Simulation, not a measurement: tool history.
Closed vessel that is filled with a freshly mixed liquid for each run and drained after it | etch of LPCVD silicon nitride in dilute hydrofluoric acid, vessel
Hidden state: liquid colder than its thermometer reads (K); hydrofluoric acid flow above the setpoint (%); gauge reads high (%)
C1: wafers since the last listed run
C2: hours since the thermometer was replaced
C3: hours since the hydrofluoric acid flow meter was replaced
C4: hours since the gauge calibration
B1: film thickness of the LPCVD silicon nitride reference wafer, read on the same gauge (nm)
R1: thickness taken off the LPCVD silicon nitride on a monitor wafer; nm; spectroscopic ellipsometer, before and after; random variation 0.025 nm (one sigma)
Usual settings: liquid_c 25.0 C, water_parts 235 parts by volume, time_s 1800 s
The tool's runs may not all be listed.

Run 1, hour 0.0: usual settings but liquid_c 27.0 C; C1 0; C2 2563.9; C3 1496.5; C4 3660.1; B1 119.986. Result: R1 4.532 nm.
Run 2, hour 72.6: usual settings but liquid_c 27.0 C; C1 3648; C2 2636.5; C3 1569.1; C4 3732.7; B1 119.962. Result: R1 4.495 nm.
At hour 80.4: gauge calibrated.
Run 3, hour 121.5: usual settings but time_s 1210 s; C1 2457; C2 2685.4; C3 1618.0; C4 41.1; B1 120.008. Result: R1 2.699 nm.
Run 4, hour 193.9: usual settings; C1 3638; C2 2757.8; C3 1690.4; C4 113.5; B1 120.023. Result: R1 3.971 nm.
At hour 218.6: thermometer replaced.
Run 5, hour 255.9: usual settings; C1 3065; C2 37.3; C3 1752.4; C4 175.5; B1 119.985. Result: R1 4.069 nm.
Run 6, hour 306.5: usual settings; C1 2542; C2 87.9; C3 1803.0; C4 226.1; B1 120.016. Result: R1 4.046 nm.
Run 7, hour 385.6: usual settings but water_parts 165 parts by volume; C1 3975; C2 167.0; C3 1882.1; C4 305.2; B1 120.059. Result: R1 5.802 nm.
Run 8, hour 520.5: usual settings; C1 6779; C2 301.9; C3 2017.0; C4 440.1; B1 120.000. Result: R1 4.041 nm.
Run 9, hour 614.9: usual settings; C1 4744; C2 396.3; C3 2111.4; C4 534.5; B1 120.015. Result: R1 4.054 nm.
Run 10, hour 654.2: usual settings but liquid_c 23.0 C, time_s 1380 s; C1 1975; C2 435.6; C3 2150.7; C4 573.8; B1 119.981. Result: R1 2.761 nm.
Run 11, hour 758.9: usual settings but water_parts 145 parts by volume, time_s 2620 s; C1 5261; C2 540.3; C3 2255.4; C4 678.5; B1 120.026. Result: R1 9.522 nm.
Run 12, hour 856.9: usual settings but liquid_c 28.5 C, water_parts 355 parts by volume, time_s 2465 s; C1 4925; C2 638.3; C3 2353.4; C4 776.5; B1 120.044. Result: R1 4.559 nm.
Run 13, hour 900.3: usual settings but water_parts 195 parts by volume, time_s 1330 s; C1 2181; C2 681.7; C3 2396.8; C4 819.9; B1 119.987. Result: R1 3.606 nm.
Run 14, hour 965.3: usual settings but liquid_c 30.0 C; C1 3266; C2 746.7; C3 2461.8; C4 884.9; B1 120.038. Result: R1 5.472 nm.
At hour 990.1: hydrofluoric acid flow meter replaced.
Run 15, hour 1033.9: usual settings but liquid_c 22.0 C, water_parts 295 parts by volume; C1 3397; C2 815.3; C3 43.8; C4 953.5; B1 120.002. Result: R1 2.692 nm.
Run 16, hour 1126.3: usual settings but liquid_c 23.5 C, water_parts 335 parts by volume, time_s 2590 s; C1 4643; C2 907.7; C3 136.2; C4 1045.9; B1 119.996. Result: R1 3.745 nm.
Run 17, hour 1346.6: usual settings but liquid_c 28.0 C, water_parts 185 parts by volume; C1 11071; C2 1128.0; C3 356.5; C4 1266.2; B1 120.006. Result: R1 6.174 nm.
Run 18, hour 1405.3: usual settings but liquid_c 20.5 C, time_s 1335 s; C1 2950; C2 1186.7; C3 415.2; C4 1324.9; B1 120.023. Result: R1 2.254 nm.
Run 19, hour 1509.5: usual settings but liquid_c 29.5 C, water_parts 155 parts by volume, time_s 1095 s; C1 5236; C2 1290.9; C3 519.4; C4 1429.1; B1 119.988. Result: R1 4.865 nm.
Run 20, hour 1607.4: usual settings but time_s 1340 s; C1 4920; C2 1388.8; C3 617.3; C4 1527.0; B1 119.973. Result: R1 3.008 nm.
Run 21, hour 1733.0: usual settings but liquid_c 21.5 C, water_parts 130 parts by volume, time_s 925 s; C1 6312; C2 1514.4; C3 742.9; C4 1652.6; B1 120.017. Result: R1 2.970 nm.
Run 22, hour 1770.2: usual settings; C1 1869; C2 1551.6; C3 780.1; C4 1689.8; B1 119.998. Result: R1 4.011 nm.
Run 23, hour 1809.0: usual settings but liquid_c 22.5 C, water_parts 270 parts by volume, time_s 2780 s; C1 1949; C2 1590.4; C3 818.9; C4 1728.6; B1 119.973. Result: R1 4.596 nm.
Run 24, hour 1855.5: usual settings; C1 2336; C2 1636.9; C3 865.4; C4 1775.1; B1 119.966. Result: R1 4.026 nm.
Run 25, hour 1963.3: usual settings but liquid_c 21.5 C, time_s 2145 s; C1 5417; C2 1744.7; C3 973.2; C4 1882.9; B1 119.972. Result: R1 3.844 nm.
Run 26, hour 2041.9: usual settings but liquid_c 20.5 C; C1 3950; C2 1823.3; C3 1051.8; C4 1961.5; B1 120.002. Result: R1 3.041 nm.
Run 27, hour 2134.8: usual settings but liquid_c 22.5 C, water_parts 280 parts by volume; C1 4668; C2 1916.2; C3 1144.7; C4 2054.4; B1 119.991. Result: R1 2.873 nm.
Run 28, hour 2231.4: usual settings but liquid_c 27.5 C, water_parts 290 parts by volume; C1 4854; C2 2012.8; C3 1241.3; C4 2151.0; B1 120.004. Result: R1 3.795 nm.
Run 29, hour 2327.8: usual settings; C1 4844; C2 2109.2; C3 1337.7; C4 2247.4; B1 120.008. Result: R1 3.986 nm.
Run 30, hour 2381.9: usual settings; C1 2718; C2 2163.3; C3 1391.8; C4 2301.5; B1 120.017. Result: R1 4.008 nm.
Run 31, hour 2453.3: usual settings but liquid_c 22.5 C; C1 3588; C2 2234.7; C3 1463.2; C4 2372.9; B1 119.978. Result: R1 3.427 nm.
Run 32, hour 2515.6: usual settings but liquid_c 20.0 C, water_parts 145 parts by volume, time_s 885 s; C1 3130; C2 2297.0; C3 1525.5; C4 2435.2; B1 119.998. Result: R1 2.281 nm.
Run 33, hour 2606.0: usual settings but liquid_c 29.0 C, time_s 2395 s; C1 4543; C2 2387.4; C3 1615.9; C4 2525.6; B1 119.986. Result: R1 6.772 nm.

Forecast each of these 3 alternatives for the next run:
Run A, hour 2607.2: usual settings; C1 60; C2 2388.6; C3 1617.1; C4 2526.8; B1 ?. Result: R1 ?.
Run B, hour 2607.2: usual settings but liquid_c 29.0 C; C1 60; C2 2388.6; C3 1617.1; C4 2526.8; B1 ?. Result: R1 ?.
Run C, hour 2607.2: usual settings but water_parts 310 parts by volume, time_s 2355 s; C1 60; C2 2388.6; C3 1617.1; C4 2526.8; B1 ?. Result: R1 ?.

run       B1     R1
  A  119.953  3.981
  B  119.953  5.079
  C  119.953  3.955
Without the tool's hidden state the same runs would have given:
run     R1
  A  4.096
  B  5.221
  C  4.067
